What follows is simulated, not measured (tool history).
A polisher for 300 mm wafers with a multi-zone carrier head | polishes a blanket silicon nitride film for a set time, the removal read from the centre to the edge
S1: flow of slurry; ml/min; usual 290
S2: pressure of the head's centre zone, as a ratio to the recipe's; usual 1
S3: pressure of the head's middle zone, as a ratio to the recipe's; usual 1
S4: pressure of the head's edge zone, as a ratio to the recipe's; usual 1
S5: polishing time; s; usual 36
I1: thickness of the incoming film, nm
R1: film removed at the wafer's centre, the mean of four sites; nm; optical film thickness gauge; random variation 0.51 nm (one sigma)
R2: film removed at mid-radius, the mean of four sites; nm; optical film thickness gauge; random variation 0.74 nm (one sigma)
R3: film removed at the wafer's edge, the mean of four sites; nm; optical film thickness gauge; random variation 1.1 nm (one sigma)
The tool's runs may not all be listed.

| run | day | S1 | S2 | S3 | S4 | S5 | I1 | R1 | R2 | R3 |
|---|---|---|---|---|---|---|---|---|---|---|
| 1 | 0 | 290 | 1 | 1 | 0.91 | 49 | 662.4 | 95.8 | 98.2 | 94.3 |
| 2 | 2.783 | 340 | 1 | 1.08 | 1 | 36 | 659.3 | 73.1 | 78.5 | 75 |
|  | 5.475 | carrier head's membrane replaced by a new one |
| 3 | 5.496 | 290 | 1.1 | 1 | 1 | 44 | 671.6 | 94.4 | 87.1 | 88.2 |
| 4 | 6.708 | 290 | 1 | 1.09 | 1 | 36 | 655.5 | 69.6 | 76.5 | 73 |
|  | 6.846 | centre zone pressure recalibrated |
|  | 9.321 | worn pad replaced by a new one |
| 5 | 14.538 | 290 | 0.92 | 1.11 | 1.07 | 29 | 662 | 49.3 | 60.8 | 59.3 |
| 6 | 16.104 | 195 | 1 | 1.07 | 1 | 36 | 666.6 | 57.6 | 62.7 | 65 |
|  | 16.275 | edge zone pressure recalibrated |
|  | 17.704 | slurry nozzle cleaned, repeated, since the last time left the tool worse |
| 7 | 22.129 | 375 | 1 | 1.08 | 1.11 | 42 | 665.9 | 91.6 | 98.2 | 97 |
| 8 | 24.2 | 290 | 1 | 1 | 1 | 36 | 648.7 | 76.5 | 75 | 78.4 |
| 9 | 25.554 | 290 | 1 | 0.92 | 0.97 | 36 | 657.5 | 77.1 | 73.2 | 77.4 |
| 10 | 27.517 | 325 | 1 | 0.93 | 1 | 36 | 654.9 | 77.2 | 73.5 | 79.6 |
|  | 28.346 | centre zone pressure recalibrated |
| 11 | 28.721 | 205 | 1 | 0.88 | 1 | 36 | 661.2 | 73 | 66.7 | 74.4 |
|  | 30.254 | worn pad replaced by a new one |
| 12 | 30.779 | 290 | 1 | 1 | 1 | 36 | 655 | 76.5 | 75.5 | 76.9 |

Forecast run 13:
| 13 | 32.638 | 325 | 1.12 | 1 | 0.89 | 36 | 652.5 | ? | ? | ? |

{"run 13": {"R1": 85.7, "R2": 76.2, "R3": 73.4}}
Without the tool's hidden state the same run would have given R1 86.4 nm, R2 76.7 nm, R3 73.8 nm.

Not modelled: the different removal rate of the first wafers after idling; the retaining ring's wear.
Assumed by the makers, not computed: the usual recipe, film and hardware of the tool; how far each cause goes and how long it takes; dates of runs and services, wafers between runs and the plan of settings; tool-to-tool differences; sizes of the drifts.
